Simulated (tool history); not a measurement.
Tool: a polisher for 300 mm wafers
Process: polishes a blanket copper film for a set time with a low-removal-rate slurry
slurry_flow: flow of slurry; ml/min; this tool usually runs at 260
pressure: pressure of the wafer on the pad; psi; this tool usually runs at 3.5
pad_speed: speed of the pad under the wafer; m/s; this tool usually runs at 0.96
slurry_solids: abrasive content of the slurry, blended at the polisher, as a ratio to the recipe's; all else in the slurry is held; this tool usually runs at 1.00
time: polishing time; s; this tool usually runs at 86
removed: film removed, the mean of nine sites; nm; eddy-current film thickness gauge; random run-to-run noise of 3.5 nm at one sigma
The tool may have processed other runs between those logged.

run   hour  slurry_flow  pressure  pad_speed  slurry_solids  time  wafers since the last listed run  wafers polished on this pad  hours since the slurry nozzle was cleaned  hours since the head pressure was calibrated  hours since the slurry blender was calibrated  incoming thickness of the incoming film, nm  removed
  1    0.0          260       3.5       0.96           1.00    86                                 0                         1036                                      509.7                                         374.7                                          214.9                                       1398.3    237.7
      11.9  -- worn pad replaced by a new one
  2   12.5          260       3.5       0.96           1.00    86                                78                            5                                      522.2                                         387.2                                          227.4                                       1402.5    236.7
  3   27.4          260       3.5       0.96           1.00    86                               137                          143                                      537.1                                         402.1                                          242.3                                       1406.1    242.6
  4   37.8          260       3.5       0.96           1.00    86                                95                          238                                      547.5                                         412.5                                          252.7                                       1406.1    240.9
  5   54.6          260       3.5       0.96           1.00    86                               154                          393                                      564.3                                         429.3                                          269.5                                       1409.9    235.3
      62.7  -- head pressure recalibrated
  6   70.1          260       3.5       0.96           1.00    86                               124                          518                                      579.8                                           7.4                                          285.0                                       1405.9    233.0
  7   76.5          260       3.5       1.06           1.00    86                                59                          577                                      586.2                                          13.8                                          291.4                                       1406.3    251.6
      81.5  -- slurry nozzle cleaned
  8   84.7          260       3.5       0.96           1.00    86                                66                          644                                        3.2                                          22.0                                          299.6                                       1416.0    234.6
     104.9  -- worn pad replaced by a new one
  9  105.4          260       2.7       1.24           1.00    86                               154                            4                                       23.9                                          42.7                                          320.3                                       1414.7    211.2
 10  113.3          260       3.5       0.96           1.00    64                                72                           77                                       31.8                                          50.6                                          328.2                                       1399.0    170.5
 11  126.1          260       4.7       1.10           1.00    86                               118                          195                                       44.6                                          63.4                                          341.0                                       1398.4    329.9
     133.5  -- slurry blender recalibrated
 12  142.7          210       3.5       0.96           1.00    86                               134                          330                                       61.2                                          80.0                                            9.2                                       1439.0    194.1
 13  155.0          260       4.7       1.06           1.00    86                               113                          443                                       73.5                                          92.3                                           21.5                                       1381.4    270.3
     160.1  -- slurry blender recalibrated, repeated, since the last time left the tool worse
 14  171.9          260       3.5       0.96           1.00    86                               137                          581                                       90.4                                         109.2                                           11.8                                       1416.4    254.3
 15  206.0          200       3.5       0.80           1.00    95                               314                          895                                      124.5                                         143.3                                           45.9                                       1406.4    243.0

Below are 5 alternative next runs, each starting from the tool's condition after run 15. Predict each:
  A  206.5          260       2.6       0.96           1.00    86                                 4                          900                                      125.0                                         143.8                                           46.4                                       1415.3        ?
  B  206.5          300       3.5       1.14           1.00    74                                 4                          900                                      125.0                                         143.8                                           46.4                                       1415.3        ?
  C  206.5          260       3.5       0.96           1.15    86                                 4                          900                                      125.0                                         143.8                                           46.4                                       1415.3        ?
  D  206.5          325       3.5       1.12           1.00    86                                 4                          900                                      125.0                                         143.8                                           46.4                                       1415.3        ?
  E  206.5          260       2.4       1.24           1.00    66                                 4                          900                                      125.0                                         143.8                                           46.4                                       1415.3        ?

run  removed
  A    194.1
  B    246.9
  C    266.6
  D    285.5
  E    162.8
Without the tool's unlogged condition, the same runs would have read:
run  removed
  A    196.3
  B    249.7
  C    269.7
  D    288.8
  E    164.7
